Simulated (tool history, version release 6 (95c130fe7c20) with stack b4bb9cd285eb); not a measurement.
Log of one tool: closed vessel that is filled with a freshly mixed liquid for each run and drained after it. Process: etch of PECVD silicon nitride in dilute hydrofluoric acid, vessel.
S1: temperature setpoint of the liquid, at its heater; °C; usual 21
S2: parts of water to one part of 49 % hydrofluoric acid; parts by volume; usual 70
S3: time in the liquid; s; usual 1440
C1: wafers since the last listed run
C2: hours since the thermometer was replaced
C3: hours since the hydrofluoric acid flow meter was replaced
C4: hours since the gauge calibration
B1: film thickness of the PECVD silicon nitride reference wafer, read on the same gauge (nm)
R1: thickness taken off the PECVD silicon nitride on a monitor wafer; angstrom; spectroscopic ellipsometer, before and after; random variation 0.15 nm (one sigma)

run 1 hour=0 | S1=18.5 S2=70 S3=1440 | C1=0 C2=752.4 C3=1213.6 C4=525.5 | B1=39.99 | R1=299.7
run 2 hour=287.7 | S1=18.5 S2=70 S3=1440 | C1=15981 C2=1040.1 C3=1501.3 C4=813.2 | B1=40 | R1=296.7
run 3 hour=368.3 | S1=18.5 S2=70 S3=1440 | C1=4477 C2=1120.7 C3=1581.9 C4=893.8 | B1=40 | R1=298.1
run 4 hour=453.2 | S1=21 S2=70 S3=1440 | C1=4716 C2=1205.6 C3=1666.8 C4=978.7 | B1=40.02 | R1=356.2
run 5 hour=493.6 | S1=21 S2=70 S3=1440 | C1=2244 C2=1246 C3=1707.2 C4=1019.1 | B1=39.97 | R1=356.8
-- hour=529.9 hydrofluoric acid flow meter replaced
run 6 hour=581.1 | S1=21 S2=70 S3=1440 | C1=4805 C2=1333.5 C3=51.2 C4=1106.6 | B1=40.01 | R1=358.4
run 7 hour=656.6 | S1=21 S2=70 S3=1440 | C1=4193 C2=1409 C3=126.7 C4=1182.1 | B1=40.01 | R1=357.3
-- hour=668.9 thermometer replaced
run 8 hour=693.9 | S1=21 S2=70 S3=1440 | C1=2016 C2=25 C3=164 C4=1219.4 | B1=40.04 | R1=356.3
run 9 hour=741.6 | S1=21 S2=70 S3=850 | C1=2649 C2=72.7 C3=211.7 C4=1267.1 | B1=40.02 | R1=209.5
run 10 hour=805.1 | S1=21 S2=70 S3=850 | C1=3527 C2=136.2 C3=275.2 C4=1330.6 | B1=40.02 | R1=209.7
run 11 hour=905.6 | S1=21 S2=60 S3=1440 | C1=5582 C2=236.7 C3=375.7 C4=1431.1 | B1=40.04 | R1=415.8
run 12 hour=942.8 | S1=21 S2=70 S3=1440 | C1=2066 C2=273.9 C3=412.9 C4=1468.3 | B1=40 | R1=358.5
-- hour=943.8 gauge calibrated
run 13 hour=994.2 | S1=21 S2=45 S3=1440 | C1=2855 C2=325.3 C3=464.3 C4=50.4 | B1=40.01 | R1=548.6
run 14 hour=1081 | S1=21 S2=60 S3=1440 | C1=4821 C2=412.1 C3=551.1 C4=137.2 | B1=40.01 | R1=413.7
run 15 hour=1131 | S1=25 S2=45 S3=845 | C1=2777 C2=462.1 C3=601.1 C4=187.2 | B1=39.96 | R1=424.5
run 16 hour=1258.9 | S1=24.5 S2=100 S3=935 | C1=7104 C2=590 C3=729 C4=315.1 | B1=40.03 | R1=204.9
run 17 hour=1335.3 | S1=21 S2=70 S3=1440 | C1=4243 C2=666.4 C3=805.4 C4=391.5 | B1=40.01 | R1=359.2
run 18 hour=1420.6 | S1=21 S2=70 S3=1440 | C1=4738 C2=751.7 C3=890.7 C4=476.8 | B1=40.01 | R1=357.2

The next listed run, before its measurement:
run 19 hour=1488.1 | S1=25.5 S2=70 S3=1735 | C1=3749 C2=819.2 C3=958.2 C4=544.3 | B1=? | R1=?

{"run 19": {"B1": 39.99, "R1": 579.3}}
Without the tool's hidden state the same run would have given R1 579.3 angstrom.

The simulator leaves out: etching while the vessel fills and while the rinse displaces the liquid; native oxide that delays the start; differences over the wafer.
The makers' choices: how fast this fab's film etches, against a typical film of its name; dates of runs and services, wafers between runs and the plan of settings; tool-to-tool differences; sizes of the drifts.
